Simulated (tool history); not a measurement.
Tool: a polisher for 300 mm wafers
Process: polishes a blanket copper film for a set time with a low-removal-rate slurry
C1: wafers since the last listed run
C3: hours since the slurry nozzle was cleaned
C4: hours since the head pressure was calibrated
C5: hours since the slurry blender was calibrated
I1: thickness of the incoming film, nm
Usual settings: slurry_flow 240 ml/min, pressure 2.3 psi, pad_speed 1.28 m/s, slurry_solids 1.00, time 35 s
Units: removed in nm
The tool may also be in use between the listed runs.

run 1 hour=0.0 | slurry_flow=240 pressure=2.3 pad_speed=1.28 slurry_solids=1.00 time=35 | C1=0 wafers_polished_on_this_pad=76 C3=321.4 C4=279.5 C5=88.4 | I1=1210.3 | removed=111.8
run 2 hour=33.7 | slurry_flow=240 pressure=2.3 pad_speed=1.28 slurry_solids=1.00 time=35 | C1=418 wafers_polished_on_this_pad=495 C3=355.1 C4=313.2 C5=122.1 | I1=1215.9 | removed=113.1
run 3 hour=65.0 | slurry_flow=240 pressure=2.3 pad_speed=1.28 slurry_solids=1.00 time=35 | C1=388 wafers_polished_on_this_pad=883 C3=386.4 C4=344.5 C5=153.4 | I1=1200.4 | removed=114.1
-- hour=70.9 worn pad replaced by a new one
run 4 hour=83.0 | slurry_flow=240 pressure=2.3 pad_speed=1.52 slurry_solids=1.00 time=35 | C1=173 wafers_polished_on_this_pad=149 C3=404.4 C4=362.5 C5=171.4 | I1=1236.8 | removed=134.3
run 5 hour=99.5 | slurry_flow=240 pressure=2.3 pad_speed=1.52 slurry_solids=1.00 time=35 | C1=204 wafers_polished_on_this_pad=354 C3=420.9 C4=379.0 C5=187.9 | I1=1239.9 | removed=135.1
run 6 hour=114.3 | slurry_flow=240 pressure=2.3 pad_speed=1.52 slurry_solids=1.00 time=35 | C1=183 wafers_polished_on_this_pad=538 C3=435.7 C4=393.8 C5=202.7 | I1=1207.9 | removed=132.7
-- hour=141.7 worn pad replaced by a new one
run 7 hour=146.1 | slurry_flow=240 pressure=2.3 pad_speed=1.28 slurry_solids=1.00 time=28 | C1=345 wafers_polished_on_this_pad=55 C3=467.5 C4=425.6 C5=234.5 | I1=1218.5 | removed=89.2
run 8 hour=166.0 | slurry_flow=240 pressure=2.3 pad_speed=1.28 slurry_solids=1.00 time=28 | C1=247 wafers_polished_on_this_pad=302 C3=487.4 C4=445.5 C5=254.4 | I1=1203.5 | removed=89.5
run 9 hour=187.8 | slurry_flow=240 pressure=2.3 pad_speed=1.28 slurry_solids=1.00 time=28 | C1=270 wafers_polished_on_this_pad=573 C3=509.2 C4=467.3 C5=276.2 | I1=1233.0 | removed=89.3
run 10 hour=208.3 | slurry_flow=240 pressure=2.3 pad_speed=1.02 slurry_solids=1.00 time=40 | C1=254 wafers_polished_on_this_pad=827 C3=529.7 C4=487.8 C5=296.7 | I1=1224.2 | removed=102.4
-- hour=216.8 worn pad replaced by a new one
-- hour=225.4 slurry blender recalibrated
run 11 hour=239.6 | slurry_flow=175 pressure=2.8 pad_speed=1.70 slurry_solids=0.75 time=35 | C1=314 wafers_polished_on_this_pad=258 C3=561.0 C4=519.1 C5=14.2 | I1=1216.3 | removed=161.5
run 12 hour=270.5 | slurry_flow=220 pressure=2.3 pad_speed=1.28 slurry_solids=0.85 time=35 | C1=383 wafers_polished_on_this_pad=641 C3=591.9 C4=550.0 C5=45.1 | I1=1218.7 | removed=105.7
-- hour=273.9 head pressure recalibrated
-- hour=277.3 slurry nozzle cleaned
-- hour=288.5 worn pad replaced by a new one
run 13 hour=289.0 | slurry_flow=240 pressure=1.6 pad_speed=1.28 slurry_solids=1.00 time=39 | C1=142 wafers_polished_on_this_pad=6 C3=11.7 C4=15.1 C5=63.6 | I1=1225.7 | removed=93.5
run 14 hour=316.3 | slurry_flow=240 pressure=2.3 pad_speed=1.28 slurry_solids=1.00 time=35 | C1=339 wafers_polished_on_this_pad=345 C3=39.0 C4=42.4 C5=90.9 | I1=1201.1 | removed=117.3
run 15 hour=342.3 | slurry_flow=240 pressure=1.5 pad_speed=1.28 slurry_solids=1.00 time=42 | C1=322 wafers_polished_on_this_pad=668 C3=65.0 C4=68.4 C5=116.9 | I1=1224.2 | removed=91.3
run 16 hour=354.6 | slurry_flow=240 pressure=2.3 pad_speed=1.28 slurry_solids=1.00 time=35 | C1=152 wafers_polished_on_this_pad=821 C3=77.3 C4=80.7 C5=129.2 | I1=1224.0 | removed=119.2
-- hour=367.9 worn pad replaced by a new one
run 17 hour=370.3 | slurry_flow=265 pressure=2.3 pad_speed=1.28 slurry_solids=1.00 time=35 | C1=145 wafers_polished_on_this_pad=29 C3=93.0 C4=96.4 C5=144.9 | I1=1235.0 | removed=120.5
run 18 hour=395.0 | slurry_flow=320 pressure=2.3 pad_speed=1.28 slurry_solids=1.00 time=35 | C1=306 wafers_polished_on_this_pad=336 C3=117.7 C4=121.1 C5=169.6 | I1=1226.7 | removed=117.5

4 ways to go on from here, each from the tool as it stands after run 18. What would each give?
run A hour=395.4 | slurry_flow=240 pressure=2.3 pad_speed=1.28 slurry_solids=0.80 time=35 | C1=4 wafers_polished_on_this_pad=341 C3=118.1 C4=121.5 C5=170.0 | I1=1222.3 | removed=?
run B hour=395.4 | slurry_flow=295 pressure=1.8 pad_speed=1.28 slurry_solids=1.00 time=35 | C1=4 wafers_polished_on_this_pad=341 C3=118.1 C4=121.5 C5=170.0 | I1=1222.3 | removed=?
run C hour=395.4 | slurry_flow=280 pressure=1.6 pad_speed=1.06 slurry_solids=1.15 time=35 | C1=4 wafers_polished_on_this_pad=341 C3=118.1 C4=121.5 C5=170.0 | I1=1222.3 | removed=?
run D hour=395.4 | slurry_flow=195 pressure=2.3 pad_speed=1.28 slurry_solids=0.85 time=35 | C1=4 wafers_polished_on_this_pad=341 C3=118.1 C4=121.5 C5=170.0 | I1=1222.3 | removed=?

run=A removed=110.8
run=B removed=92.4
run=C removed=69.3
run=D removed=108.5
Without the tool's hidden state the same runs would have given:
run=A removed=114.0
run=B removed=94.6
run=C removed=71.1
run=D removed=112.4
